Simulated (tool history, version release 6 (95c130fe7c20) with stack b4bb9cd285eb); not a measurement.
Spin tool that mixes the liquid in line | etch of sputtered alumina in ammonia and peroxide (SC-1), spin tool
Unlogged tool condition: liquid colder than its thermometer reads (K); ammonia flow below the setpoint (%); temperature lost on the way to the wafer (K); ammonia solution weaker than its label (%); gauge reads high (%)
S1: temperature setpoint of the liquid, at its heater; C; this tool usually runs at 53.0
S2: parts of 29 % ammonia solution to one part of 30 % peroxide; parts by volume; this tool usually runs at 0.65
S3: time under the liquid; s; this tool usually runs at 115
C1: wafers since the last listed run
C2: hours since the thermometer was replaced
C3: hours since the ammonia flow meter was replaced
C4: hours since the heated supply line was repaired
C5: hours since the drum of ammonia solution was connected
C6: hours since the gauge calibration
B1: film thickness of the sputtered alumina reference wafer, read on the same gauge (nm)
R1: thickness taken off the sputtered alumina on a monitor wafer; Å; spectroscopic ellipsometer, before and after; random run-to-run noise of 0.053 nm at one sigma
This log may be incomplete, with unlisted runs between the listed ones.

run,hour,S1,S2,S3,C1,C2,C3,C4,C5,C6,B1,R1
1,0.0,44.0,0.80,165,0,781.6,1452.8,2131.6,343.8,342.9,129.99,95.0
2,15.5,53.0,0.65,115,128,797.1,1468.3,2147.1,359.3,358.4,129.98,108.1
# hour 22.9: new drum of ammonia solution connected
3,41.8,59.5,0.45,85,209,823.4,1494.6,2173.4,18.9,384.7,130.01,108.7
4,66.8,53.0,0.75,155,207,848.4,1519.6,2198.4,43.9,409.7,129.99,146.5
# hour 79.4: thermometer replaced
5,79.9,47.0,0.55,95,100,0.5,1532.7,2211.5,57.0,422.8,130.02,66.2
6,92.8,53.0,0.65,115,106,13.4,1545.6,2224.4,69.9,435.7,130.00,113.3
7,120.4,53.0,0.65,115,228,41.0,1573.2,2252.0,97.5,463.3,129.99,113.3
8,155.0,46.0,0.65,115,286,75.6,1607.8,2286.6,132.1,497.9,129.98,76.7
9,189.4,53.0,0.65,115,284,110.0,1642.2,2321.0,166.5,532.3,130.00,112.9
10,201.6,61.0,0.65,95,101,122.2,1654.4,2333.2,178.7,544.5,130.03,142.2
# hour 210.5: heated supply line repaired
# hour 219.9: ammonia flow meter replaced
11,220.4,53.0,0.45,115,139,141.0,0.5,9.9,197.5,563.3,130.00,109.4
12,236.8,56.0,0.65,140,135,157.4,16.9,26.3,213.9,579.7,130.01,161.0
13,260.8,46.0,0.65,150,198,181.4,40.9,50.3,237.9,603.7,130.01,99.0
14,296.7,53.0,0.55,115,297,217.3,76.8,86.2,273.8,639.6,130.00,109.6
15,310.7,59.5,0.65,115,115,231.3,90.8,100.2,287.8,653.6,129.99,157.4
# hour 311.7: gauge calibrated
16,334.7,59.0,0.65,115,198,255.3,114.8,124.2,311.8,23.0,130.00,153.9
17,355.3,53.0,0.45,160,170,275.9,135.4,144.8,332.4,43.6,129.97,150.1
18,384.7,53.0,0.85,115,243,305.3,164.8,174.2,361.8,73.0,130.01,114.2
19,407.0,53.0,0.65,115,184,327.6,187.1,196.5,384.1,95.3,130.02,110.7
20,422.5,53.0,0.65,115,128,343.1,202.6,212.0,399.6,110.8,129.99,110.5
21,447.4,43.5,0.55,115,206,368.0,227.5,236.9,424.5,135.7,129.98,64.0
# hour 453.6: new drum of ammonia solution connected
22,472.6,50.0,0.40,140,200,393.2,252.7,262.1,19.0,160.9,129.98,109.3
23,491.2,47.0,0.65,115,154,411.8,271.3,280.7,37.6,179.5,129.99,79.4
24,538.2,56.5,0.65,45,389,458.8,318.3,327.7,84.6,226.5,130.01,52.1

Here are 5 independent what-if runs from the current tool condition. What would each one return?
A,538.6,49.0,0.65,115,3,459.2,318.7,328.1,85.0,226.9,?,?
B,538.6,53.0,0.85,90,3,459.2,318.7,328.1,85.0,226.9,?,?
C,538.6,62.5,0.55,65,3,459.2,318.7,328.1,85.0,226.9,?,?
D,538.6,47.5,0.45,50,3,459.2,318.7,328.1,85.0,226.9,?,?
E,538.6,58.5,0.65,135,3,459.2,318.7,328.1,85.0,226.9,?,?

run,B1,R1
A,130.03,88.2
B,130.03,88.2
C,130.03,100.6
D,130.03,34.0
E,130.03,172.7
Had the tool no hidden state, the same runs would have come out as:
run,R1
A,92.1
B,92.0
C,104.6
D,35.6
E,179.9
